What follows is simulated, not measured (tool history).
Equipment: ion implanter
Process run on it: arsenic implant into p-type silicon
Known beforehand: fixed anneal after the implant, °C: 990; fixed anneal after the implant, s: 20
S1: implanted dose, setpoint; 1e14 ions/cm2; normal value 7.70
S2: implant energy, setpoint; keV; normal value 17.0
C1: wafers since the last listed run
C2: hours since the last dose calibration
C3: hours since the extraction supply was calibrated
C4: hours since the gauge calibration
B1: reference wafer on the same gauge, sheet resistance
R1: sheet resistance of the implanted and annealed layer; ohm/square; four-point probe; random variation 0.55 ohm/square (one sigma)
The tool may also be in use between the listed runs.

run    hour    S1    S2    C1      C2      C3      C4      B1      R1
  1     0.0  5.96  17.0     0  1120.2   936.4  1058.5  146.10  188.82
  2    55.9  5.96  17.0  1103  1176.1   992.3  1114.4  146.04  187.33
  3   130.1  7.70  17.0  1464  1250.3  1066.5  1188.6  146.03  160.60
  4   170.2  7.70  17.0   791  1290.4  1106.6  1228.7  145.96  160.46
  5   262.0  7.70  17.0  1811  1382.2  1198.4  1320.5  146.09  161.11
  6   327.6  8.67  17.0  1294  1447.8  1264.0  1386.1  145.96  150.70
  7   366.2  8.67  17.0   761  1486.4  1302.6  1424.7  145.91  150.83
  8   416.9  6.05  17.0  1000  1537.1  1353.3  1475.4  146.05  187.80
  9   520.6  6.05  17.0  2046  1640.8  1457.0  1579.1  146.08  187.63
 10   568.0  7.70  17.0   935  1688.2  1504.4  1626.5  146.04  161.82
 11   668.6  7.70  17.0  1985  1788.8  1605.0  1727.1  146.01  161.94
 12   743.4  7.70  17.0  1476  1863.6  1679.8  1801.9  146.15  161.48
 13   803.7  6.88  17.0  1189  1923.9  1740.1  1862.2  145.98  174.23
      822.0  -- gauge calibrated
 14   847.5  6.85  15.0   864  1967.7  1783.9    25.5  145.85  177.99
 15   887.1  6.85  15.0   781  2007.3  1823.5    65.1  146.03  177.56
 16   947.6  7.70  17.0  1193  2067.8  1884.0   125.6  146.06  162.21
      967.5  -- Faraday cup replaced and dose calibrated
 17  1051.6  7.70  17.0  1894    84.1  1988.0   229.6  146.10  157.64
 18  1136.3  6.64  15.0  1671   168.8  2072.7   314.3  146.09  175.36
 19  1238.2  6.64  14.0  2010   270.7  2174.6   416.2  145.80  177.68
 20  1341.3  7.70  17.0  2034   373.8  2277.7   519.3  146.00  158.80
 21  1402.4  7.70  17.0  1205   434.9  2338.8   580.4  146.09  158.28
     1533.7  -- extraction supply calibrated
 22  1587.4  7.05  12.0  3492   619.9    53.7   765.4  146.02  177.72
 23  1688.9  7.70  20.5  2002   721.4   155.2   866.9  146.07  153.21
 24  1778.0  9.16  12.0  1758   810.5   244.3   956.0  146.02  157.86
 25  1853.6  9.98  22.5  1491   886.1   319.9  1031.6  145.98  130.20
 26  1946.6  6.81  21.0  1835   979.1   412.9  1124.6  145.89  164.73
 27  2010.4  7.70  17.0  1259  1042.9   476.7  1188.4  145.94  159.80
 28  2061.5  6.85  14.0  1008  1094.0   527.8  1239.5  146.03  177.40
 29  2124.5  6.61  12.0  1243  1157.0   590.8  1302.5  146.16  184.10
 30  2201.5  7.70  17.0  1519  1234.0   667.8  1379.5  146.10  160.90
 31  2277.8  9.34  19.5  1505  1310.3   744.1  1455.8  146.14  139.85
 32  2322.3  9.70  11.5   878  1354.8   788.6  1500.3  146.08  156.57
 33  2424.1  8.64  12.5  2008  1456.6   890.4  1602.1  145.98  160.84
 34  2506.3  6.65  12.5  1622  1538.8   972.6  1684.3  145.90  183.53
 35  2589.3  7.70  17.0  1637  1621.8  1055.6  1767.3  146.04  162.17
     2662.8  -- gauge calibrated
 36  2685.0  6.43  20.0  1888  1717.5  1151.3    22.2  145.84  175.82
 37  2738.3  6.40  21.5  1051  1770.8  1204.6    75.5  146.03  173.32
 38  2781.9  8.96  21.0   860  1814.4  1248.2   119.1  145.88  141.22

Some steps in R1 between neighbouring runs. How much of each would the tool show without its hidden state too (settings, what came in, random variation), and how much is left for the hidden state, with any gauge scatter that isn't in both results?
Hidden state present: deviation of the true dose from the Faraday cup's reading, %; deviation of the true energy from its setpoint, %; gauge reads high (%).
Run 7 -> 8: S1 8.67 -> 6.05. R1 +36.97 ohm/square: hidden state +1.95, all else +35.02.
Run 16 -> 17: Faraday cup replaced and dose calibrated. R1 -4.57 ohm/square: hidden state -4.64, all else +0.07.
Run 25 -> 26: S1 9.98 -> 6.81, S2 22.5 -> 21.0. R1 +34.53 ohm/square: hidden state +1.17, all else +33.36.
Run 37 -> 38: S1 6.40 -> 8.96, S2 21.5 -> 21.0. R1 -32.10 ohm/square: hidden state -1.67, all else -30.43.

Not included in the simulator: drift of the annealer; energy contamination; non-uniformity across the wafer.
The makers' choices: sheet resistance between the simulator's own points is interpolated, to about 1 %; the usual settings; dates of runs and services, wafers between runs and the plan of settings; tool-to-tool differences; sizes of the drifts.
